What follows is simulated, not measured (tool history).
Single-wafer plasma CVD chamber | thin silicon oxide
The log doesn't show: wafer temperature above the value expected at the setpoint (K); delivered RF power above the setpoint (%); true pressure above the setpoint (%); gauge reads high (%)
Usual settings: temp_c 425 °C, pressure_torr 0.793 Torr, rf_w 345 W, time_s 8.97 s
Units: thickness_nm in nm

run	hour	temp_c	pressure_torr	rf_w	time_s	wafers since the last listed run	hours since the last thermocouple change	hours since the last RF generator calibration	hours since the last manometer calibration	hours since the showerhead was replaced	hours since the gauge calibration	read-back reference wafer on the same gauge, thickness_nm	thickness_nm
1	0	425	0.793	345	8.97	0	377.4	216.1	692.9	2014.5	2442.8	18.112	16.318
2	73.5	425	0.793	345	8.97	1307	450.9	289.6	766.4	2088	2516.3	18.115	16.368
3	219.6	425	0.793	345	8.97	2598	597	435.7	912.5	2234.1	2662.4	18.14	16.33
4	313.7	425	0.793	325	8.97	1673	691.1	529.8	1006.6	2328.2	2756.5	18.168	16.097
# hour 537.6: capacitance manometer re-zeroed and calibrated
5	597.1	425	0.793	325	8.97	4898	974.5	813.2	59.5	2611.6	3039.9	18.185	15.979
# hour 600.1: gauge calibrated
6	672.8	425	0.793	325	8.97	1346	1050.2	888.9	135.2	2687.3	72.7	17.746	15.746
# hour 752.5: RF generator calibrated
7	753	425	0.793	345	8.97	1284	1130.4	0.5	215.4	2767.5	152.9	17.77	15.971
8	838	425	0.924	345	8.97	1511	1215.4	85.5	300.4	2852.5	237.9	17.782	18.232
9	913.5	425	0.924	345	8.97	1342	1290.9	161	375.9	2928	313.4	17.796	18.334
10	1108.9	425	0.793	345	8.97	3475	1486.3	356.4	571.3	3123.4	508.8	17.824	16.041
11	1154.8	425	0.793	345	8.97	816	1532.2	402.3	617.2	3169.3	554.7	17.814	16.004
12	1191.6	434	0.667	320	10.27	654	1569	439.1	654	3206.1	591.5	17.823	14.941
13	1230.8	425	0.793	345	8.97	697	1608.2	478.3	693.2	3245.3	630.7	17.834	16.084
14	1268.4	425	0.793	385	8.97	668	1645.8	515.9	730.8	3282.9	668.3	17.849	16.722
# hour 1346.6: thermocouple changed; heater temperature recalibrated
15	1356.8	418	0.922	305	8.97	1430	10.2	604.3	819.2	3371.3	756.7	17.851	17.498
16	1410.4	425	0.793	345	8.97	953	63.8	657.9	872.8	3424.9	810.3	17.86	16.132
# hour 1418.7: showerhead replaced
17	1464.8	415	0.793	345	8.97	825	118.2	712.3	927.2	46.1	864.7	17.87	16.164
18	1516.6	425	0.86	345	9.76	921	170	764.1	979	97.9	916.5	17.868	18.742
19	1608.5	419	0.869	365	10.46	1634	261.9	856	1070.9	189.8	1008.4	17.886	20.754
20	1672.2	425	0.793	345	8.97	1133	325.6	919.7	1134.6	253.5	1072.1	17.893	16.13
# hour 1728.9: RF generator calibrated
21	1750.9	437	0.793	345	10.24	1257	404.3	22	1213.3	332.2	1150.8	17.89	18.298
22	1790.5	431	0.641	375	7.65	704	443.9	61.6	1252.9	371.8	1190.4	17.906	11.519
# hour 1828.6: capacitance manometer re-zeroed and calibrated
23	1860.4	425	0.793	345	8.97	1101	513.8	131.5	31.8	441.7	1260.3	17.913	16.164
24	1902.6	425	0.793	400	8.97	750	556	173.7	74	483.9	1302.5	17.919	16.959
25	1995.9	425	0.617	370	8.97	1659	649.3	267	167.3	577.2	1395.8	17.924	12.837
26	2173.2	433	0.596	280	8.97	3153	826.6	444.3	344.6	754.5	1573.1	17.967	11.191
27	2214.9	425	0.793	345	8.97	741	868.3	486	386.3	796.2	1614.8	17.973	16.212
28	2282.3	425	0.868	400	10.49	1198	935.7	553.4	453.7	863.6	1682.2	17.975	21.492

Forecast each of these 4 alternatives for the next run:
A	2282.7	425	0.793	345	8.97	7	936.1	553.8	454.1	864	1682.6	?	?
B	2282.7	425	0.731	320	8.97	7	936.1	553.8	454.1	864	1682.6	?	?
C	2282.7	425	0.955	345	8.97	7	936.1	553.8	454.1	864	1682.6	?	?
D	2282.7	425	0.793	410	8.97	7	936.1	553.8	454.1	864	1682.6	?	?

run	read-back reference wafer on the same gauge, thickness_nm	thickness_nm
A	17.966	16.15
B	17.966	14.557
C	17.966	18.882
D	17.966	17.131
Without the tool's hidden state the same runs would have given:
run	thickness_nm
A	15.994
B	14.416
C	18.699
D	16.965

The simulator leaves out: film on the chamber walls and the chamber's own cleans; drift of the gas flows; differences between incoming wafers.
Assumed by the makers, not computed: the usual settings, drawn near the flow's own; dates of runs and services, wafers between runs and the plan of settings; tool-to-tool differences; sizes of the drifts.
